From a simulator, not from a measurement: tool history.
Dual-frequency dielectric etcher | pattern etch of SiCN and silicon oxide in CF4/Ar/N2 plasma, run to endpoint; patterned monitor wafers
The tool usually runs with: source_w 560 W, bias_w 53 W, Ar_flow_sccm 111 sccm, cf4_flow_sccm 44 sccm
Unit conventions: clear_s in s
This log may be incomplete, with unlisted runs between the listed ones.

| run | hour | source_w | bias_w | Ar_flow_sccm | cf4_flow_sccm | wafers since the last listed run | hours since the last wet clean | hours since the last source power generator calibration | hours since the last bias power generator calibration | hours since the last Ar flow controller change | hours since the last CF4 flow controller change | hours since the last upper electrode change | incoming incoming film thickness, nm | clear_s |
|---|---|---|---|---|---|---|---|---|---|---|---|---|---|---|
| 1 | 0.0 | 560 | 45 | 111 | 44 | 0 | 158.3 | 3253.7 | 2117.4 | 3452.4 | 5193.3 | 1240.5 | 10.45 | 11.8 |
| 2 | 33.5 | 600 | 53 | 111 | 44 | 439 | 191.8 | 3287.2 | 2150.9 | 3485.9 | 5226.8 | 1274.0 | 10.35 | 10.2 |
| 3 | 95.9 | 600 | 53 | 111 | 44 | 818 | 254.2 | 3349.6 | 2213.3 | 3548.3 | 5289.2 | 1336.4 | 10.47 | 10.3 |
| 4 | 161.6 | 600 | 53 | 111 | 44 | 862 | 319.9 | 3415.3 | 2279.0 | 3614.0 | 5354.9 | 1402.1 | 10.29 | 10.3 |
| 5 | 189.5 | 560 | 53 | 117 | 49 | 366 | 347.8 | 3443.2 | 2306.9 | 3641.9 | 5382.8 | 1430.0 | 10.43 | 11.1 |
| 6 | 227.7 | 560 | 53 | 111 | 44 | 501 | 386.0 | 3481.4 | 2345.1 | 3680.1 | 5421.0 | 1468.2 | 10.44 | 11.1 |
|  | 242.7 | bias power generator calibrated |
| 7 | 289.6 | 560 | 53 | 111 | 47 | 759 | 447.9 | 3543.3 | 46.9 | 3742.0 | 5482.9 | 1530.1 | 10.51 | 11.0 |
|  | 322.1 | source power generator calibrated |
| 8 | 325.3 | 560 | 53 | 111 | 47 | 416 | 483.6 | 3.2 | 82.6 | 3777.7 | 5518.6 | 1565.8 | 10.38 | 11.5 |
|  | 379.7 | wet clean of the chamber |
| 9 | 386.5 | 560 | 53 | 111 | 50 | 488 | 6.8 | 64.4 | 143.8 | 3838.9 | 5579.8 | 1627.0 | 10.38 | 11.3 |
|  | 411.1 | Ar flow controller replaced |
| 10 | 456.1 | 680 | 53 | 111 | 44 | 834 | 76.4 | 134.0 | 213.4 | 45.0 | 5649.4 | 1696.6 | 10.37 | 9.3 |
| 11 | 510.7 | 510 | 53 | 111 | 44 | 716 | 131.0 | 188.6 | 268.0 | 99.6 | 5704.0 | 1751.2 | 10.39 | 12.8 |
| 12 | 545.9 | 560 | 50 | 97 | 41 | 461 | 166.2 | 223.8 | 303.2 | 134.8 | 5739.2 | 1786.4 | 10.44 | 11.7 |

What does the tool deliver on the next run?
| 13 | 596.7 | 560 | 47 | 111 | 41 | 666 | 217.0 | 274.6 | 354.0 | 185.6 | 5790.0 | 1837.2 | 10.46 | ? |

{"run 13": {"clear_s": 12.4}}
On a tool with no hidden condition, and with the same random variation, this run would have come out at clear_s 12.6 s.
